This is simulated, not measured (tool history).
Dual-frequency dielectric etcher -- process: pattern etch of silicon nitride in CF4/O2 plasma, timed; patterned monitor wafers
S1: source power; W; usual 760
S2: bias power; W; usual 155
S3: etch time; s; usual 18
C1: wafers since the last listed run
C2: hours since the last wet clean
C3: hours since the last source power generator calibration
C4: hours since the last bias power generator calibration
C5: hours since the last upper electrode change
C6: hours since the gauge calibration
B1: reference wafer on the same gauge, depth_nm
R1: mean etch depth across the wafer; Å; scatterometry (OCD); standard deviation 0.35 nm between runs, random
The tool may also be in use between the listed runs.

run,hour,S1,S2,S3,C1,C2,C3,C4,C5,C6,B1,R1
1,0,760,132,18,0,97.2,493.1,1871.8,2694,550.7,46.8,506
2,41.4,760,132,18,855,138.6,534.5,1913.2,2735.4,592.1,46.8,505
3,66.4,760,132,18,516,163.6,559.5,1938.2,2760.4,617.1,46.8,507
4,132.5,760,155,18,1365,229.7,625.6,2004.3,2826.5,683.2,46.6,535
5,185.2,760,155,18,1088,282.4,678.3,2057,2879.2,735.9,46.5,532
6,249.3,760,155,18,1323,346.5,742.4,2121.1,2943.3,800,46.4,536
7,294.5,760,155,18,933,391.7,787.6,2166.3,2988.5,845.2,46.4,534
8,327,760,155,18,671,424.2,820.1,2198.8,3021,877.7,46.3,535
9,510.3,760,155,18,3785,607.5,1003.4,2382.1,3204.3,1061,46.2,536
# hour 539.5: bias power generator calibrated
# hour 557.2: wet clean of the chamber
10,582.1,760,155,18,1035,24.9,1075.2,42.6,3276.1,1132.8,46,530
11,619.8,760,155,18,778,62.6,1112.9,80.3,3313.8,1170.5,46.1,525
12,678.5,760,155,18,1212,121.3,1171.6,139,3372.5,1229.2,46,525
# hour 743: upper electrode replaced
13,743.5,760,155,18,846,186.3,1236.6,204,0.5,1294.2,46,524
14,787.9,760,155,18,916,230.7,1281,248.4,44.9,1338.6,45.9,527
15,855.9,760,155,18,1404,298.7,1349,316.4,112.9,1406.6,46,530
16,898.8,760,136,18,886,341.6,1391.9,359.3,155.8,1449.5,45.9,505
17,950.2,640,183,14,1061,393,1443.3,410.7,207.2,1500.9,46,378
18,994.5,850,124,21.5,914,437.3,1487.6,455,251.5,1545.2,46,645
# hour 1009.2: gauge calibrated
19,1050.5,600,130,14,1156,493.3,1543.6,511,307.5,41.3,48,332
20,1111.6,760,155,18,1261,554.4,1604.7,572.1,368.6,102.4,47.8,545
# hour 1157.7: source power generator calibrated
21,1170.8,630,175,23.5,1140,613.6,13.1,631.3,427.8,161.6,47.4,630
# hour 1222.2: wet clean of the chamber
22,1222.7,610,155,22.5,576,0.5,65,683.2,479.7,213.5,47.2,564
23,1242.2,620,118,22,402,20,84.5,702.7,499.2,233,47.1,508
24,1286.4,930,128,23,912,64.2,128.7,746.9,543.4,277.2,47,757
25,1311.2,760,155,18,512,89,153.5,771.7,568.2,302,46.9,533
26,1353.3,760,155,18,869,131.1,195.6,813.8,610.3,344.1,46.8,529
27,1390,690,155,18,757,167.8,232.3,850.5,647,380.8,46.5,492
28,1430.5,760,144,19.5,836,208.3,272.8,891,687.5,421.3,46.5,567
29,1479.7,760,155,18,1016,257.5,322,940.2,736.7,470.5,46.4,536
30,1598.1,630,138,18,2445,375.9,440.4,1058.6,855.1,588.9,46.1,433
31,1640.3,600,169,18,871,418.1,482.6,1100.8,897.3,631.1,46,448

Selected run-to-run steps in R1, each split into two signed amounts: the part the tool would show with no hidden state at all (from settings, incoming material and random variation), and the remainder, which goes to the hidden state together with any gauge scatter not common to the measured and the hidden-state-free results:
Hidden state present: etch rate over this chamber's usual, %; source power that arrives over what is set, %; bias power that arrives over what is set, %; gauge reads high (%).
Run 17 -> 18: S1 640 -> 850, S2 183 -> 124, S3 14 -> 21.5. R1 +267 Å: hidden state -14, all else +281.
Run 18 -> 19: S1 850 -> 600, S2 124 -> 130, S3 21.5 -> 14, gauge calibrated. R1 -313 Å: hidden state +31, all else -344.
Run 23 -> 24: S1 620 -> 930, S2 118 -> 128, S3 22 -> 23. R1 +249 Å: hidden state -9, all else +258.
